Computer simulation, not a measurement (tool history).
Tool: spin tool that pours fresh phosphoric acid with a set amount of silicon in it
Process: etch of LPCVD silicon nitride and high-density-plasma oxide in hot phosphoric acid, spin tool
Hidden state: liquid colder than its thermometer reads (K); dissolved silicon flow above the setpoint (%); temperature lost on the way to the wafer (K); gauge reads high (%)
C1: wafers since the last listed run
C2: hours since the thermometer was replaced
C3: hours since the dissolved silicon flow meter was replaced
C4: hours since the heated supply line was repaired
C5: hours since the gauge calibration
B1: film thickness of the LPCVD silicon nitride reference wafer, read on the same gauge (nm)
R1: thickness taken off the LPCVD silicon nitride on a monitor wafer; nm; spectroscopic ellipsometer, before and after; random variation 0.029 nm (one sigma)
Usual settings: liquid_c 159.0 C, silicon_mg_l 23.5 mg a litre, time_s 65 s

run 1 day=0.000 | liquid_c=159.0 silicon_mg_l=23.5 time_s=65 | C1=0 C2=1140.5 C3=448.2 C4=3670.4 C5=186.7 | B1=109.84 | R1=5.49
run 2 day=1.438 | liquid_c=159.0 silicon_mg_l=23.5 time_s=65 | C1=367 C2=1175.0 C3=482.7 C4=3704.9 C5=221.2 | B1=109.67 | R1=5.54
run 3 day=2.300 | liquid_c=159.0 silicon_mg_l=23.5 time_s=65 | C1=220 C2=1195.7 C3=503.4 C4=3725.6 C5=241.9 | B1=109.57 | R1=5.46
run 4 day=3.325 | liquid_c=159.0 silicon_mg_l=23.5 time_s=65 | C1=261 C2=1220.3 C3=528.0 C4=3750.2 C5=266.5 | B1=109.42 | R1=5.51
run 5 day=4.088 | liquid_c=159.0 silicon_mg_l=23.5 time_s=65 | C1=194 C2=1238.6 C3=546.3 C4=3768.5 C5=284.8 | B1=109.36 | R1=5.46
run 6 day=5.542 | liquid_c=159.0 silicon_mg_l=23.5 time_s=65 | C1=371 C2=1273.5 C3=581.2 C4=3803.4 C5=319.7 | B1=109.11 | R1=5.46
run 7 day=7.000 | liquid_c=159.0 silicon_mg_l=23.5 time_s=65 | C1=372 C2=1308.5 C3=616.2 C4=3838.4 C5=354.7 | B1=108.85 | R1=5.47
run 8 day=8.254 | liquid_c=159.0 silicon_mg_l=36.0 time_s=65 | C1=320 C2=1338.6 C3=646.3 C4=3868.5 C5=384.8 | B1=108.67 | R1=5.46
-- day=8.950 dissolved silicon flow meter replaced
run 9 day=11.392 | liquid_c=159.0 silicon_mg_l=36.0 time_s=65 | C1=790 C2=1413.9 C3=58.6 C4=3943.8 C5=460.1 | B1=108.02 | R1=5.44
-- day=11.525 gauge calibrated
-- day=11.788 thermometer replaced
run 10 day=11.938 | liquid_c=159.0 silicon_mg_l=36.0 time_s=65 | C1=128 C2=3.6 C3=71.7 C4=3956.9 C5=9.9 | B1=109.74 | R1=5.52
run 11 day=12.688 | liquid_c=159.0 silicon_mg_l=23.5 time_s=65 | C1=191 C2=21.6 C3=89.7 C4=3974.9 C5=27.9 | B1=109.75 | R1=5.50
run 12 day=13.362 | liquid_c=158.0 silicon_mg_l=9.0 time_s=50 | C1=172 C2=37.8 C3=105.9 C4=3991.1 C5=44.1 | B1=109.72 | R1=4.11
run 13 day=14.450 | liquid_c=159.0 silicon_mg_l=28.5 time_s=30 | C1=277 C2=63.9 C3=132.0 C4=4017.2 C5=70.2 | B1=109.68 | R1=2.53
-- day=15.329 heated supply line repaired
run 14 day=16.362 | liquid_c=157.5 silicon_mg_l=23.5 time_s=35 | C1=477 C2=109.8 C3=177.9 C4=24.8 C5=116.1 | B1=109.58 | R1=2.82
run 15 day=17.292 | liquid_c=159.0 silicon_mg_l=23.5 time_s=85 | C1=237 C2=132.1 C3=200.2 C4=47.1 C5=138.4 | B1=109.53 | R1=7.18
run 16 day=18.754 | liquid_c=156.5 silicon_mg_l=39.0 time_s=30 | C1=373 C2=167.2 C3=235.3 C4=82.2 C5=173.5 | B1=109.44 | R1=2.32

Forecast run 17:
run 17 day=19.596 | liquid_c=156.5 silicon_mg_l=37.0 time_s=65 | C1=214 C2=187.4 C3=255.5 C4=102.4 C5=193.7 | B1=? | R1=?

B1: 109.38
R1: 5.03 nm
Without the tool's hidden state the same run would have given R1 5.06 nm.
